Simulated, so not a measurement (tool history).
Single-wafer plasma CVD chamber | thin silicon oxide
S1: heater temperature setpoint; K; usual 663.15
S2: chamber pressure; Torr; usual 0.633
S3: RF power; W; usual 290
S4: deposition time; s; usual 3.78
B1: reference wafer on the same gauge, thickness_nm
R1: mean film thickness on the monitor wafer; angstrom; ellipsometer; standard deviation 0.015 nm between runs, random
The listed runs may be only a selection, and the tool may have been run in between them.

| run | day | S1 | S2 | S3 | S4 | B1 | R1 |
|---|---|---|---|---|---|---|---|
| 1 | 0 | 663.15 | 0.633 | 290 | 3.78 | 6.646 | 54.34 |
| 2 | 0.367 | 663.15 | 0.633 | 290 | 3.78 | 6.65 | 54.41 |
| 3 | 0.967 | 663.15 | 0.633 | 290 | 3.78 | 6.648 | 54.15 |
| 4 | 1.338 | 663.15 | 0.633 | 290 | 3.78 | 6.655 | 54.23 |
|  | 1.846 | capacitance manometer re-zeroed and calibrated |
| 5 | 2.771 | 663.15 | 0.633 | 290 | 3.78 | 6.646 | 54.32 |
| 6 | 3.475 | 663.15 | 0.633 | 290 | 3.78 | 6.646 | 54.18 |
| 7 | 4.158 | 663.15 | 0.633 | 290 | 3.78 | 6.653 | 54.02 |
| 8 | 4.75 | 663.15 | 0.633 | 290 | 3.78 | 6.648 | 54.18 |
| 9 | 5.204 | 663.15 | 0.633 | 290 | 3.78 | 6.651 | 54.31 |
|  | 5.812 | gauge calibrated |
| 10 | 5.958 | 663.15 | 0.633 | 290 | 3.78 | 6.651 | 54.1 |
| 11 | 6.704 | 675.15 | 0.752 | 250 | 3.29 | 6.646 | 49.02 |
| 12 | 7.162 | 663.15 | 0.527 | 255 | 3.78 | 6.647 | 45.67 |
| 13 | 7.571 | 663.15 | 0.633 | 320 | 3.78 | 6.651 | 56.24 |
| 14 | 8.133 | 663.15 | 0.633 | 290 | 3.78 | 6.656 | 54.04 |
|  | 8.542 | thermocouple changed; heater temperature recalibrated |
|  | 8.7 | showerhead replaced |
| 15 | 8.721 | 663.15 | 0.584 | 245 | 3.78 | 6.653 | 47.34 |
| 16 | 8.979 | 663.15 | 0.776 | 290 | 3.03 | 6.646 | 49.33 |
| 17 | 9.646 | 655.15 | 0.504 | 345 | 3.78 | 6.656 | 50.75 |
| 18 | 10.375 | 667.15 | 0.633 | 290 | 3.78 | 6.651 | 53.84 |
| 19 | 10.658 | 663.15 | 0.759 | 255 | 3.78 | 6.649 | 57.3 |
|  | 11.308 | RF generator calibrated |
| 20 | 11.475 | 663.15 | 0.633 | 255 | 3.78 | 6.654 | 52.77 |
| 21 | 12.171 | 663.15 | 0.724 | 290 | 4.46 | 6.645 | 71.56 |
| 22 | 12.829 | 650.15 | 0.633 | 235 | 4.02 | 6.646 | 54.22 |
| 23 | 13.142 | 663.15 | 0.768 | 290 | 3.78 | 6.654 | 63.2 |
| 24 | 13.846 | 655.15 | 0.747 | 265 | 3.39 | 6.642 | 53.95 |
| 25 | 14.217 | 663.15 | 0.633 | 290 | 3.78 | 6.649 | 55.5 |
| 26 | 14.675 | 663.15 | 0.633 | 290 | 3.31 | 6.645 | 48.68 |
| 27 | 15.412 | 663.15 | 0.633 | 290 | 3.78 | 6.649 | 55.76 |
| 28 | 15.954 | 659.15 | 0.633 | 290 | 3.3 | 6.648 | 48.66 |

Forecast each of these 5 alternatives for the next run:
| A | 15.971 | 663.15 | 0.633 | 290 | 3.58 | ? | ? |
| B | 15.971 | 656.15 | 0.633 | 290 | 3.78 | ? | ? |
| C | 15.971 | 663.15 | 0.633 | 290 | 4.08 | ? | ? |
| D | 15.971 | 663.15 | 0.583 | 335 | 3.44 | ? | ? |
| E | 15.971 | 663.15 | 0.785 | 290 | 3.78 | ? | ? |

| run | B1 | R1 |
|---|---|---|
| A | 6.654 | 52.42 |
| B | 6.654 | 55.57 |
| C | 6.654 | 59.73 |
| D | 6.654 | 50.7 |
| E | 6.654 | 63.58 |
With no hidden state in the tool, these same runs would have given:
| run | R1 |
|---|---|
| A | 52.89 |
| B | 56.07 |
| C | 60.26 |
| D | 51.13 |
| E | 64.15 |
